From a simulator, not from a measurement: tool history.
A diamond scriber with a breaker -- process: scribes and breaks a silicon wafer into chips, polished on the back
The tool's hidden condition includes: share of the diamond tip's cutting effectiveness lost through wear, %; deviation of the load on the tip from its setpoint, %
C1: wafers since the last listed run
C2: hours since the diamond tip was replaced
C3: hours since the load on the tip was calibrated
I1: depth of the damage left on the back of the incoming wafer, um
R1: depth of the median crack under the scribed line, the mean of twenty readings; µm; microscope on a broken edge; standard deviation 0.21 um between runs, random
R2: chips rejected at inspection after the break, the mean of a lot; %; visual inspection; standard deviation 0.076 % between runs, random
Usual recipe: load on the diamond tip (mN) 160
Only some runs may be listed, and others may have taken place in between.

{"run": 1, "hour": 0.0, "load on the diamond tip (mN)": 160, "C1": 0, "C2": 240.1, "C3": 1304.0, "I1": 0.02, "R1": 12.37, "R2": 1.95}
{"run": 2, "hour": 32.4, "load on the diamond tip (mN)": 129, "C1": 47, "C2": 272.5, "C3": 1336.4, "I1": 0.03, "R1": 11.31, "R2": 3.52}
{"run": 3, "hour": 45.1, "load on the diamond tip (mN)": 133, "C1": 18, "C2": 285.2, "C3": 1349.1, "I1": 0.03, "R1": 11.67, "R2": 2.93}
{"run": 4, "hour": 65.3, "load on the diamond tip (mN)": 133, "C1": 29, "C2": 305.4, "C3": 1369.3, "I1": 0.05, "R1": 11.16, "R2": 2.95}
{"run": 5, "hour": 92.9, "load on the diamond tip (mN)": 133, "C1": 40, "C2": 333.0, "C3": 1396.9, "I1": 0.01, "R1": 11.35, "R2": 2.87}
{"run": 6, "hour": 114.9, "load on the diamond tip (mN)": 193, "C1": 32, "C2": 355.0, "C3": 1418.9, "I1": 0.03, "R1": 13.88, "R2": 3.03}
{"run": 7, "hour": 149.2, "load on the diamond tip (mN)": 135, "C1": 50, "C2": 389.3, "C3": 1453.2, "I1": 0.01, "R1": 11.27, "R2": 2.77}
{"run": 8, "hour": 164.8, "load on the diamond tip (mN)": 160, "C1": 23, "C2": 404.9, "C3": 1468.8, "I1": 0.04, "R1": 12.23, "R2": 1.79}
{"run": 9, "hour": 190.5, "load on the diamond tip (mN)": 160, "C1": 38, "C2": 430.6, "C3": 1494.5, "I1": 0.04, "R1": 12.16, "R2": 1.95}
{"run": 10, "hour": 209.7, "load on the diamond tip (mN)": 160, "C1": 28, "C2": 449.8, "C3": 1513.7, "I1": 0.01, "R1": 12.63, "R2": 1.93}
{"run": 11, "hour": 244.6, "load on the diamond tip (mN)": 195, "C1": 51, "C2": 484.7, "C3": 1548.6, "I1": 0.03, "R1": 13.74, "R2": 3.28}
{"run": 12, "hour": 277.8, "load on the diamond tip (mN)": 195, "C1": 49, "C2": 517.9, "C3": 1581.8, "I1": 0.04, "R1": 13.82, "R2": 3.05}
{"run": 13, "hour": 311.5, "load on the diamond tip (mN)": 160, "C1": 49, "C2": 551.6, "C3": 1615.5, "I1": 0.04, "R1": 12.55, "R2": 1.91}
{"hour": 319.4, "done": "diamond tip replaced by a new one"}
{"run": 14, "hour": 323.6, "load on the diamond tip (mN)": 160, "C1": 14, "C2": 4.2, "C3": 1627.6, "I1": 0.01, "R1": 12.76, "R2": 1.95}
{"run": 15, "hour": 350.1, "load on the diamond tip (mN)": 160, "C1": 39, "C2": 30.7, "C3": 1654.1, "I1": 0.04, "R1": 12.91, "R2": 1.97}
{"run": 16, "hour": 370.3, "load on the diamond tip (mN)": 160, "C1": 29, "C2": 50.9, "C3": 1674.3, "I1": 0.04, "R1": 12.59, "R2": 2.02}
{"run": 17, "hour": 403.1, "load on the diamond tip (mN)": 127, "C1": 48, "C2": 83.7, "C3": 1707.1, "I1": 0.04, "R1": 10.95, "R2": 3.33}
{"run": 18, "hour": 417.1, "load on the diamond tip (mN)": 127, "C1": 20, "C2": 97.7, "C3": 1721.1, "I1": 0.04, "R1": 11.26, "R2": 3.45}
{"run": 19, "hour": 439.5, "load on the diamond tip (mN)": 160, "C1": 33, "C2": 120.1, "C3": 1743.5, "I1": 0.02, "R1": 12.44, "R2": 1.95}
{"run": 20, "hour": 459.7, "load on the diamond tip (mN)": 192, "C1": 29, "C2": 140.3, "C3": 1763.7, "I1": 0.02, "R1": 13.42, "R2": 2.86}
{"run": 21, "hour": 487.2, "load on the diamond tip (mN)": 174, "C1": 40, "C2": 167.8, "C3": 1791.2, "I1": 0.04, "R1": 12.76, "R2": 2.21}
{"run": 22, "hour": 515.9, "load on the diamond tip (mN)": 187, "C1": 42, "C2": 196.5, "C3": 1819.9, "I1": 0.02, "R1": 13.52, "R2": 2.5}
{"run": 23, "hour": 544.5, "load on the diamond tip (mN)": 140, "C1": 42, "C2": 225.1, "C3": 1848.5, "I1": 0.04, "R1": 11.83, "R2": 2.42}
{"run": 24, "hour": 573.1, "load on the diamond tip (mN)": 160, "C1": 42, "C2": 253.7, "C3": 1877.1, "I1": 0.01, "R1": 12.18, "R2": 2.07}
{"run": 25, "hour": 595.4, "load on the diamond tip (mN)": 201, "C1": 32, "C2": 276.0, "C3": 1899.4, "I1": 0.03, "R1": 13.78, "R2": 3.62}
{"run": 26, "hour": 613.2, "load on the diamond tip (mN)": 160, "C1": 26, "C2": 293.8, "C3": 1917.2, "I1": 0.01, "R1": 12.53, "R2": 1.97}
{"run": 27, "hour": 642.6, "load on the diamond tip (mN)": 196, "C1": 43, "C2": 323.2, "C3": 1946.6, "I1": 0.01, "R1": 14.02, "R2": 3.2}
{"hour": 654.3, "done": "load on the tip recalibrated"}
{"run": 28, "hour": 662.9, "load on the diamond tip (mN)": 198, "C1": 27, "C2": 343.5, "C3": 8.6, "I1": 0.02, "R1": 13.95, "R2": 3.12}
{"run": 29, "hour": 761.1, "load on the diamond tip (mN)": 207, "C1": 145, "C2": 441.7, "C3": 106.8, "I1": 0.04, "R1": 14.11, "R2": 3.98}
{"run": 30, "hour": 777.3, "load on the diamond tip (mN)": 160, "C1": 23, "C2": 457.9, "C3": 123.0, "I1": 0.01, "R1": 12.45, "R2": 1.94}
{"run": 31, "hour": 803.1, "load on the diamond tip (mN)": 160, "C1": 38, "C2": 483.7, "C3": 148.8, "I1": 0.05, "R1": 12.87, "R2": 1.85}
{"run": 32, "hour": 831.6, "load on the diamond tip (mN)": 160, "C1": 42, "C2": 512.2, "C3": 177.3, "I1": 0.02, "R1": 12.59, "R2": 2.04}
{"run": 33, "hour": 847.5, "load on the diamond tip (mN)": 197, "C1": 23, "C2": 528.1, "C3": 193.2, "I1": 0.03, "R1": 13.67, "R2": 3.27}
{"hour": 849.9, "done": "diamond tip replaced by a new one"}
{"run": 34, "hour": 868.5, "load on the diamond tip (mN)": 177, "C1": 28, "C2": 18.6, "C3": 214.2, "I1": 0.04, "R1": 13.17, "R2": 2.38}
{"run": 35, "hour": 939.1, "load on the diamond tip (mN)": 121, "C1": 104, "C2": 89.2, "C3": 284.8, "I1": 0.02, "R1": 11.19, "R2": 3.87}
{"run": 36, "hour": 1011.0, "load on the diamond tip (mN)": 200, "C1": 106, "C2": 161.1, "C3": 356.7, "I1": 0.03, "R1": 14.02, "R2": 3.48}
{"run": 37, "hour": 1023.1, "load on the diamond tip (mN)": 123, "C1": 17, "C2": 173.2, "C3": 368.8, "I1": 0.04, "R1": 11.21, "R2": 4.1}
{"run": 38, "hour": 1039.3, "load on the diamond tip (mN)": 206, "C1": 23, "C2": 189.4, "C3": 385.0, "I1": 0.03, "R1": 13.86, "R2": 4.03}
{"run": 39, "hour": 1072.8, "load on the diamond tip (mN)": 118, "C1": 49, "C2": 222.9, "C3": 418.5, "I1": 0.04, "R1": 10.94, "R2": 4.67}
{"run": 40, "hour": 1086.1, "load on the diamond tip (mN)": 124, "C1": 19, "C2": 236.2, "C3": 431.8, "I1": 0.03, "R1": 11.04, "R2": 3.86}
{"run": 41, "hour": 1120.9, "load on the diamond tip (mN)": 183, "C1": 51, "C2": 271.0, "C3": 466.6, "I1": 0.04, "R1": 13.37, "R2": 2.43}
{"run": 42, "hour": 1149.2, "load on the diamond tip (mN)": 203, "C1": 41, "C2": 299.3, "C3": 494.9, "I1": 0.04, "R1": 14.49, "R2": 3.54}

Run-by-run hidden state of the tool:
share of the diamond tip's cutting effectiveness lost through wear, %: 0, the same for each run
deviation of the load on the tip from its setpoint, %: 0, the same for each run
